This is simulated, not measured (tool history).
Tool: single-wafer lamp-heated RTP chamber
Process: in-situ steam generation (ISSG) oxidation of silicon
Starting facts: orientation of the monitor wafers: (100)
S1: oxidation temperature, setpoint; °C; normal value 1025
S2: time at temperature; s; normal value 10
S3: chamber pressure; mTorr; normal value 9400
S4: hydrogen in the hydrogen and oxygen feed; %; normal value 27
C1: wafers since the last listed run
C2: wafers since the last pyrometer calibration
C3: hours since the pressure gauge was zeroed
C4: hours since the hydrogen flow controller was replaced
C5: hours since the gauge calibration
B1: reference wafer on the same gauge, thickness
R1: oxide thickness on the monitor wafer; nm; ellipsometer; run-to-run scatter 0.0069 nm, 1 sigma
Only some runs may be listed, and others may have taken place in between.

{"run": 1, "hour": 0.0, "S1": 1037, "S2": 10, "S3": 9400, "S4": 27, "C1": 0, "C2": 1159, "C3": 3907.9, "C4": 4437.7, "C5": 197.1, "B1": 4.982, "R1": 4.903}
{"run": 2, "hour": 12.1, "S1": 1037, "S2": 10, "S3": 9400, "S4": 27, "C1": 92, "C2": 1252, "C3": 3920.0, "C4": 4449.8, "C5": 209.2, "B1": 4.98, "R1": 4.883}
{"run": 3, "hour": 25.2, "S1": 1040, "S2": 7, "S3": 9400, "S4": 27, "C1": 100, "C2": 1352, "C3": 3933.1, "C4": 4462.9, "C5": 222.3, "B1": 4.982, "R1": 4.206}
{"run": 4, "hour": 42.9, "S1": 1040, "S2": 7, "S3": 9400, "S4": 27, "C1": 135, "C2": 1487, "C3": 3950.8, "C4": 4480.6, "C5": 240.0, "B1": 4.978, "R1": 4.207}
{"run": 5, "hour": 63.3, "S1": 1016, "S2": 10, "S3": 9400, "S4": 27, "C1": 156, "C2": 1644, "C3": 3971.2, "C4": 4501.0, "C5": 260.4, "B1": 4.981, "R1": 4.5}
{"hour": 64.8, "done": "gauge calibrated"}
{"run": 6, "hour": 74.2, "S1": 1016, "S2": 10, "S3": 9400, "S4": 27, "C1": 83, "C2": 1727, "C3": 3982.1, "C4": 4511.9, "C5": 9.4, "B1": 4.98, "R1": 4.511}
{"run": 7, "hour": 81.4, "S1": 1016, "S2": 10, "S3": 9400, "S4": 27, "C1": 55, "C2": 1782, "C3": 3989.3, "C4": 4519.1, "C5": 16.6, "B1": 4.981, "R1": 4.507}
{"run": 8, "hour": 89.8, "S1": 1025, "S2": 10, "S3": 9400, "S4": 32, "C1": 64, "C2": 1847, "C3": 3997.7, "C4": 4527.5, "C5": 25.0, "B1": 4.979, "R1": 4.876}
{"run": 9, "hour": 105.7, "S1": 1025, "S2": 10, "S3": 9400, "S4": 32, "C1": 121, "C2": 1968, "C3": 4013.6, "C4": 4543.4, "C5": 40.9, "B1": 4.982, "R1": 4.875}
{"run": 10, "hour": 117.9, "S1": 1025, "S2": 10, "S3": 9400, "S4": 27, "C1": 93, "C2": 2062, "C3": 4025.8, "C4": 4555.6, "C5": 53.1, "B1": 4.979, "R1": 4.656}
{"run": 11, "hour": 128.9, "S1": 1025, "S2": 10, "S3": 9400, "S4": 27, "C1": 84, "C2": 2146, "C3": 4036.8, "C4": 4566.6, "C5": 64.1, "B1": 4.978, "R1": 4.664}
{"run": 12, "hour": 181.3, "S1": 1025, "S2": 10, "S3": 8200, "S4": 27, "C1": 401, "C2": 2547, "C3": 4089.2, "C4": 4619.0, "C5": 116.5, "B1": 4.979, "R1": 4.761}
{"hour": 198.5, "done": "hydrogen flow controller replaced"}
{"hour": 204.4, "done": "pyrometer window cleaned and pyrometer calibrated"}
{"run": 13, "hour": 204.9, "S1": 1025, "S2": 10, "S3": 8200, "S4": 27, "C1": 74, "C2": 3, "C3": 4112.8, "C4": 6.4, "C5": 140.1, "B1": 4.98, "R1": 4.703}
{"run": 14, "hour": 205.2, "S1": 1025, "S2": 10, "S3": 8200, "S4": 27, "C1": 2, "C2": 6, "C3": 4113.1, "C4": 6.7, "C5": 140.4, "B1": 4.981, "R1": 4.715}
{"run": 15, "hour": 214.4, "S1": 1025, "S2": 9, "S3": 9400, "S4": 27, "C1": 70, "C2": 76, "C3": 4122.3, "C4": 15.9, "C5": 149.6, "B1": 4.979, "R1": 4.416}
{"run": 16, "hour": 228.1, "S1": 1014, "S2": 12, "S3": 9400, "S4": 32, "C1": 104, "C2": 181, "C3": 4136.0, "C4": 29.6, "C5": 163.3, "B1": 4.981, "R1": 5.019}

For run 17, what comes out?
{"run": 17, "hour": 243.3, "S1": 1016, "S2": 10, "S3": 9400, "S4": 27, "C1": 116, "C2": 298, "C3": 4151.2, "C4": 44.8, "C5": 178.5, "B1": "?", "R1": "?"}

Logged for run 17: B1 4.981, R1 4.476 nm.
With the hidden condition absent and the run-to-run variation left alone, this run would have shown R1 4.455 nm.

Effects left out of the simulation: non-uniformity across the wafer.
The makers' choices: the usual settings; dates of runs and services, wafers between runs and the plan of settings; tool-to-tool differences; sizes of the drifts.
